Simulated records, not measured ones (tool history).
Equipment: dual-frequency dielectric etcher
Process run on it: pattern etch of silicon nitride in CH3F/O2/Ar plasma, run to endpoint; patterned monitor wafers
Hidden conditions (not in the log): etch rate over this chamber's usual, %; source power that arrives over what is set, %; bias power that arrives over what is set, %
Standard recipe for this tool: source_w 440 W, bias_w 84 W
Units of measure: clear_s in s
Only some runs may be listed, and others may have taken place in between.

| run | day | source_w | bias_w | wafers since the last listed run | hours since the last wet clean | hours since the last source power generator calibration | hours since the last bias power generator calibration | hours since the last upper electrode change | incoming incoming film thickness, nm | clear_s |
|---|---|---|---|---|---|---|---|---|---|---|
| 1 | 0.000 | 440 | 84 | 0 | 458.0 | 3712.8 | 1581.8 | 3122.9 | 34.34 | 40.9 |
|  | 2.671 | wet clean of the chamber |
| 2 | 2.692 | 440 | 84 | 453 | 0.5 | 3777.4 | 1646.4 | 3187.5 | 34.18 | 40.2 |
| 3 | 3.992 | 440 | 84 | 348 | 31.7 | 3808.6 | 1677.6 | 3218.7 | 34.35 | 39.7 |
| 4 | 6.217 | 440 | 84 | 596 | 85.1 | 3862.0 | 1731.0 | 3272.1 | 34.61 | 40.5 |
| 5 | 7.938 | 440 | 84 | 461 | 126.4 | 3903.3 | 1772.3 | 3313.4 | 34.30 | 39.9 |
| 6 | 10.788 | 470 | 84 | 764 | 194.8 | 3971.7 | 1840.7 | 3381.8 | 34.51 | 39.5 |
|  | 11.992 | upper electrode replaced |
| 7 | 13.654 | 470 | 84 | 500 | 263.6 | 4040.5 | 1909.5 | 39.9 | 34.27 | 39.4 |
| 8 | 15.025 | 470 | 84 | 367 | 296.5 | 4073.4 | 1942.4 | 72.8 | 34.43 | 39.2 |
| 9 | 17.212 | 440 | 84 | 586 | 349.0 | 4125.9 | 1994.9 | 125.3 | 34.36 | 39.4 |
| 10 | 18.967 | 440 | 84 | 470 | 391.1 | 4168.0 | 2037.0 | 167.4 | 34.11 | 38.9 |
| 11 | 21.708 | 390 | 98 | 735 | 456.9 | 4233.8 | 2102.8 | 233.2 | 34.28 | 38.3 |
|  | 23.421 | wet clean of the chamber, repeated, since the last time left the tool worse |
| 12 | 23.442 | 350 | 84 | 196 | 0.5 | 4275.4 | 2144.4 | 274.8 | 34.24 | 44.9 |
| 13 | 25.967 | 340 | 95 | 677 | 61.1 | 4336.0 | 2205.0 | 335.4 | 34.29 | 42.4 |
| 14 | 28.246 | 550 | 101 | 611 | 115.8 | 4390.7 | 2259.7 | 390.1 | 34.11 | 36.9 |
| 15 | 30.750 | 330 | 96 | 671 | 175.9 | 4450.8 | 2319.8 | 450.2 | 34.79 | 43.3 |
| 16 | 32.433 | 440 | 84 | 451 | 216.3 | 4491.2 | 2360.2 | 490.6 | 34.47 | 42.1 |
| 17 | 34.154 | 440 | 84 | 461 | 257.6 | 4532.5 | 2401.5 | 531.9 | 34.36 | 41.8 |
| 18 | 35.633 | 440 | 84 | 396 | 293.1 | 4568.0 | 2437.0 | 567.4 | 34.40 | 41.6 |
|  | 36.171 | source power generator calibrated |
| 19 | 41.996 | 400 | 99 | 1661 | 445.8 | 139.8 | 2589.7 | 720.1 | 34.33 | 39.2 |
|  | 42.996 | bias power generator calibrated |
|  | 43.512 | wet clean of the chamber |
| 20 | 43.533 | 340 | 94 | 229 | 0.5 | 176.7 | 12.9 | 757.0 | 34.23 | 42.9 |
| 21 | 45.817 | 400 | 95 | 612 | 55.3 | 231.5 | 67.7 | 811.8 | 34.27 | 40.9 |
| 22 | 48.458 | 440 | 84 | 708 | 118.7 | 294.9 | 131.1 | 875.2 | 34.27 | 41.9 |
| 23 | 49.988 | 330 | 72 | 410 | 155.4 | 331.6 | 167.8 | 911.9 | 34.64 | 47.6 |
| 24 | 52.458 | 520 | 66 | 662 | 214.7 | 390.9 | 227.1 | 971.2 | 33.88 | 42.9 |
| 25 | 54.754 | 440 | 84 | 615 | 269.8 | 446.0 | 282.2 | 1026.3 | 34.30 | 41.4 |
| 26 | 55.850 | 550 | 68 | 293 | 296.1 | 472.3 | 308.5 | 1052.6 | 34.36 | 41.9 |
| 27 | 58.142 | 440 | 78 | 614 | 351.1 | 527.3 | 363.5 | 1107.6 | 34.16 | 42.3 |
| 28 | 60.350 | 340 | 76 | 592 | 404.1 | 580.3 | 416.5 | 1160.6 | 34.24 | 45.2 |
|  | 63.117 | wet clean of the chamber |
| 29 | 63.138 | 410 | 93 | 479 | 0.5 | 647.2 | 483.4 | 1227.5 | 34.28 | 41.2 |
| 30 | 63.954 | 360 | 95 | 218 | 20.1 | 666.8 | 503.0 | 1247.1 | 34.35 | 41.9 |
| 31 | 64.958 | 440 | 78 | 269 | 44.2 | 690.9 | 527.1 | 1271.2 | 34.35 | 43.6 |
| 32 | 67.321 | 440 | 84 | 633 | 100.9 | 747.6 | 583.8 | 1327.9 | 34.53 | 41.9 |
| 33 | 69.604 | 510 | 63 | 612 | 155.7 | 802.4 | 638.6 | 1382.7 | 34.31 | 44.6 |
| 34 | 72.429 | 440 | 103 | 757 | 223.5 | 870.2 | 706.4 | 1450.5 | 34.31 | 39.1 |
| 35 | 74.258 | 330 | 104 | 490 | 267.4 | 914.1 | 750.3 | 1494.4 | 34.69 | 41.4 |

Predict each of these 4 candidate next runs independently; none follows another, all start after run 35:
| A | 74.275 | 360 | 84 | 4 | 267.8 | 914.5 | 750.7 | 1494.8 | 34.22 | ? |
| B | 74.275 | 540 | 76 | 4 | 267.8 | 914.5 | 750.7 | 1494.8 | 34.22 | ? |
| C | 74.275 | 410 | 95 | 4 | 267.8 | 914.5 | 750.7 | 1494.8 | 34.22 | ? |
| D | 74.275 | 540 | 99 | 4 | 267.8 | 914.5 | 750.7 | 1494.8 | 34.22 | ? |

| run | clear_s |
|---|---|
| A | 43.5 |
| B | 40.7 |
| C | 40.3 |
| D | 37.0 |
With the hidden condition removed and each run's random variation left untouched, the same runs would have given:
| run | clear_s |
|---|---|
| A | 44.0 |
| B | 41.2 |
| C | 40.8 |
| D | 37.4 |
